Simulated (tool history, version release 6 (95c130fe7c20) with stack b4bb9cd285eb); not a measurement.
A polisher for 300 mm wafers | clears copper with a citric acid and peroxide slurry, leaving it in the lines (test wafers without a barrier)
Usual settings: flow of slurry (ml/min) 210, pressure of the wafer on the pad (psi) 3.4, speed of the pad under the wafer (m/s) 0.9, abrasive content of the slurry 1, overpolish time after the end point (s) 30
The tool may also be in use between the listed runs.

run	hour	flow of slurry (ml/min)	pressure of the wafer on the pad (psi)	speed of the pad under the wafer (m/s)	abrasive content of the slurry	overpolish time after the end point (s)	wafers since the last listed run	wafers polished on this pad	hours since the slurry nozzle was cleaned	hours since the head pressure was calibrated	hours since the slurry blender was calibrated	incoming thickness of the incoming film, nm	time until the end point was called (s)	dishing of a wide line in a test structure (Å)
1	0	210	3.4	0.9	1	30	0	1507	536.3	540.2	157	276.6	152	396
# hour 45.4: head pressure recalibrated
2	59.1	210	3.4	0.9	1	30	496	2004	595.4	13.7	216.1	272.5	152.5	411
# hour 78.9: worn pad replaced by a new one
3	119.5	210	3.4	0.9	1	30	490	352	655.8	74.1	276.5	272.4	151.7	395
# hour 142.9: slurry blender recalibrated
4	156.6	210	3.4	0.9	1	30	305	657	692.9	111.2	13.7	277.5	155	409
# hour 166.9: slurry nozzle cleaned
5	192.8	210	3.4	0.98	0.9	30	305	963	25.9	147.4	49.9	271	136.4	442
6	232.2	210	3.4	0.98	0.9	30	342	1306	65.3	186.8	89.3	275.3	138	458
7	281.1	185	3.4	0.9	1.15	30	425	1731	114.2	235.7	138.2	278	144.9	438
8	319.3	210	3.4	0.9	1	30	332	2063	152.4	273.9	176.4	279.5	152.7	419
# hour 329.2: worn pad replaced by a new one
9	377.7	210	3.4	0.9	1	30	472	421	210.8	332.3	234.8	274.2	150.5	427
10	405.1	210	3.4	0.9	1	30	238	659	238.2	359.7	262.2	274.3	153.9	410
11	448.2	210	3.4	0.9	1	30	374	1034	281.3	402.8	305.3	275.2	149.9	406
12	477.1	210	3.4	0.9	1	30	251	1285	310.2	431.7	334.2	276	149	412
# hour 497.9: slurry blender recalibrated
13	513.2	210	3.4	0.9	1	30	296	1581	346.3	467.8	15.3	270.3	151.7	410
# hour 566.4: worn pad replaced by a new one
# hour 630.8: head pressure recalibrated
14	691.7	210	3.9	0.6	1	30	1499	1071	524.8	60.9	193.8	281.5	190.8	357
15	748.4	245	3.4	0.9	0.8	46	492	1564	581.5	117.6	250.5	278.8	157.7	542
16	785.4	210	3.4	0.9	1	30	321	1886	618.5	154.6	287.5	279.1	155.2	399
# hour 802.9: worn pad replaced by a new one
17	829.7	230	3.4	0.9	1	30	350	232	662.8	198.9	331.8	273	150.4	411
# hour 832.3: slurry blender recalibrated
18	858.5	210	4.3	0.9	1	30	232	465	691.6	227.7	26.2	274	122	477
# hour 883.2: slurry nozzle cleaned
19	906.6	210	3.4	0.9	1	30	409	874	23.4	275.8	74.3	274.4	146.9	439
20	965.5	250	2.8	0.9	0.75	30	511	1386	82.3	334.7	133.2	278.5	182.9	368
21	1017.1	210	3.4	0.9	1	30	448	1835	133.9	386.3	184.8	279.1	151.3	416
22	1067.6	210	3.4	0.6	1	41	438	2274	184.4	436.8	235.3	272.2	200.5	429
# hour 1102.3: worn pad replaced by a new one
# hour 1127.1: slurry blender recalibrated
23	1135.7	210	3.4	0.9	1	30	539	273	252.5	504.9	8.6	272.6	149	410
24	1206.6	180	3.4	0.9	0.75	30	616	889	323.4	575.8	79.5	271.5	160.7	376
25	1260.8	210	3.4	0.9	0.85	30	471	1360	377.6	630	133.7	270.2	153	394
26	1306.7	255	3.4	0.9	1	30	398	1759	423.5	675.9	179.6	275.3	145.4	428

Forecast each of these 5 alternatives for the next run:
A	1307.2	210	3.4	0.9	1	35	4	1764	424	676.4	180.1	274.3	?	?
B	1307.2	210	3.4	0.9	1	41	4	1764	424	676.4	180.1	274.3	?	?
C	1307.2	185	3.1	0.9	1	21	4	1764	424	676.4	180.1	274.3	?	?
D	1307.2	210	3.4	0.9	1.25	16	4	1764	424	676.4	180.1	274.3	?	?
E	1307.2	210	4.1	0.58	1	48	4	1764	424	676.4	180.1	274.3	?	?

run	time until the end point was called (s)	dishing of a wide line in a test structure (Å)
A	155.7	443
B	155.7	499
C	175.1	264
D	149.1	240
E	180.2	508
Without the tool's hidden state the same runs would have given:
run	time until the end point was called (s)	dishing of a wide line in a test structure (Å)
A	144.4	469
B	144.4	527
C	160.8	284
D	138.2	257
E	167	537

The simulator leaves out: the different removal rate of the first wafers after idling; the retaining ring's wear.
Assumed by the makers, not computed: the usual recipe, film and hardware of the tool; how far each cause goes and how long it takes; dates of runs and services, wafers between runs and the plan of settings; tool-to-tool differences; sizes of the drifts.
